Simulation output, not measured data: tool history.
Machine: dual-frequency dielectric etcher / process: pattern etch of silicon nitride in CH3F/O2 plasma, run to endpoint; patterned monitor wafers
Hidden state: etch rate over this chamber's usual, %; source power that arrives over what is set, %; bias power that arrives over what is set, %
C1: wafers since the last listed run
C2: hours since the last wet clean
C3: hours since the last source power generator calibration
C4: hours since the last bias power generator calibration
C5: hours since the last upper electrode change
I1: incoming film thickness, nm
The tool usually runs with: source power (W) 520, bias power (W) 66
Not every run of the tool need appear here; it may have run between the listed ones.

run 1 hour=0 | source_power_(W)=520 bias_power_(W)=61 | C1=0 C2=58 C3=4409.7 C4=1064.4 C5=2674.7 | I1=80 | endpoint_time_(s)=86.7
run 2 hour=38 | source_power_(W)=520 bias_power_(W)=61 | C1=273 C2=96 C3=4447.7 C4=1102.4 C5=2712.7 | I1=78.7 | endpoint_time_(s)=85.3
run 3 hour=72.8 | source_power_(W)=520 bias_power_(W)=61 | C1=250 C2=130.8 C3=4482.5 C4=1137.2 C5=2747.5 | I1=79.8 | endpoint_time_(s)=86.6
run 4 hour=104 | source_power_(W)=520 bias_power_(W)=66 | C1=224 C2=162 C3=4513.7 C4=1168.4 C5=2778.7 | I1=80.2 | endpoint_time_(s)=84.3
run 5 hour=140.4 | source_power_(W)=520 bias_power_(W)=66 | C1=262 C2=198.4 C3=4550.1 C4=1204.8 C5=2815.1 | I1=78.9 | endpoint_time_(s)=82.5
run 6 hour=270.7 | source_power_(W)=610 bias_power_(W)=66 | C1=939 C2=328.7 C3=4680.4 C4=1335.1 C5=2945.4 | I1=79.7 | endpoint_time_(s)=80.7
run 7 hour=311.1 | source_power_(W)=610 bias_power_(W)=66 | C1=291 C2=369.1 C3=4720.8 C4=1375.5 C5=2985.8 | I1=79.1 | endpoint_time_(s)=80.1
run 8 hour=341.9 | source_power_(W)=520 bias_power_(W)=62 | C1=221 C2=399.9 C3=4751.6 C4=1406.3 C5=3016.6 | I1=79.8 | endpoint_time_(s)=85.8
run 9 hour=367.2 | source_power_(W)=520 bias_power_(W)=66 | C1=182 C2=425.2 C3=4776.9 C4=1431.6 C5=3041.9 | I1=79.4 | endpoint_time_(s)=83
run 10 hour=391.4 | source_power_(W)=460 bias_power_(W)=66 | C1=174 C2=449.4 C3=4801.1 C4=1455.8 C5=3066.1 | I1=80 | endpoint_time_(s)=85.8
-- hour=409.9 bias power generator calibrated
-- hour=461.1 wet clean of the chamber
-- hour=468 upper electrode replaced
run 11 hour=468.5 | source_power_(W)=460 bias_power_(W)=66 | C1=304 C2=7.4 C3=4878.2 C4=58.6 C5=0.5 | I1=79.6 | endpoint_time_(s)=85.3
run 12 hour=498.8 | source_power_(W)=520 bias_power_(W)=80 | C1=218 C2=37.7 C3=4908.5 C4=88.9 C5=30.8 | I1=79.5 | endpoint_time_(s)=76.8
run 13 hour=557.5 | source_power_(W)=600 bias_power_(W)=55 | C1=423 C2=96.4 C3=4967.2 C4=147.6 C5=89.5 | I1=79.2 | endpoint_time_(s)=87
run 14 hour=621.8 | source_power_(W)=480 bias_power_(W)=55 | C1=463 C2=160.7 C3=5031.5 C4=211.9 C5=153.8 | I1=79.7 | endpoint_time_(s)=91.8
run 15 hour=646.3 | source_power_(W)=490 bias_power_(W)=79 | C1=176 C2=185.2 C3=5056 C4=236.4 C5=178.3 | I1=80.3 | endpoint_time_(s)=79
run 16 hour=860.5 | source_power_(W)=440 bias_power_(W)=54 | C1=1543 C2=399.4 C3=5270.2 C4=450.6 C5=392.5 | I1=80.6 | endpoint_time_(s)=95
-- hour=886.1 source power generator calibrated
run 17 hour=886.6 | source_power_(W)=610 bias_power_(W)=78 | C1=159 C2=425.5 C3=0.5 C4=476.7 C5=418.6 | I1=78.8 | endpoint_time_(s)=74.3
run 18 hour=911.7 | source_power_(W)=480 bias_power_(W)=74 | C1=180 C2=450.6 C3=25.6 C4=501.8 C5=443.7 | I1=79.2 | endpoint_time_(s)=80.5
-- hour=1028.7 wet clean of the chamber
run 19 hour=1029.2 | source_power_(W)=400 bias_power_(W)=78 | C1=673 C2=0.5 C3=143.1 C4=619.3 C5=561.2 | I1=79.6 | endpoint_time_(s)=81.8
run 20 hour=1057.5 | source_power_(W)=480 bias_power_(W)=55 | C1=203 C2=28.8 C3=171.4 C4=647.6 C5=589.5 | I1=79.5 | endpoint_time_(s)=91.3
run 21 hour=1088 | source_power_(W)=470 bias_power_(W)=50 | C1=219 C2=59.3 C3=201.9 C4=678.1 C5=620 | I1=79.7 | endpoint_time_(s)=96.2
run 22 hour=1124.9 | source_power_(W)=400 bias_power_(W)=78 | C1=265 C2=96.2 C3=238.8 C4=715 C5=656.9 | I1=78.7 | endpoint_time_(s)=80.5
run 23 hour=1265.2 | source_power_(W)=520 bias_power_(W)=66 | C1=1011 C2=236.5 C3=379.1 C4=855.3 C5=797.2 | I1=79.8 | endpoint_time_(s)=83.3

Alternative continuations, all from the tool just after run 23; predict every row:
run A hour=1265.7 | source_power_(W)=520 bias_power_(W)=66 | C1=3 C2=237 C3=379.6 C4=855.8 C5=797.7 | I1=78.8 | endpoint_time_(s)=?
run B hour=1265.7 | source_power_(W)=520 bias_power_(W)=77 | C1=3 C2=237 C3=379.6 C4=855.8 C5=797.7 | I1=78.8 | endpoint_time_(s)=?
run C hour=1265.7 | source_power_(W)=430 bias_power_(W)=66 | C1=3 C2=237 C3=379.6 C4=855.8 C5=797.7 | I1=78.8 | endpoint_time_(s)=?

run=A endpoint_time_(s)=82.6
run=B endpoint_time_(s)=77.4
run=C endpoint_time_(s)=85.7
With the hidden condition removed and each run's random variation left untouched, the same runs would have given:
run=A endpoint_time_(s)=82.6
run=B endpoint_time_(s)=77.4
run=C endpoint_time_(s)=85.7
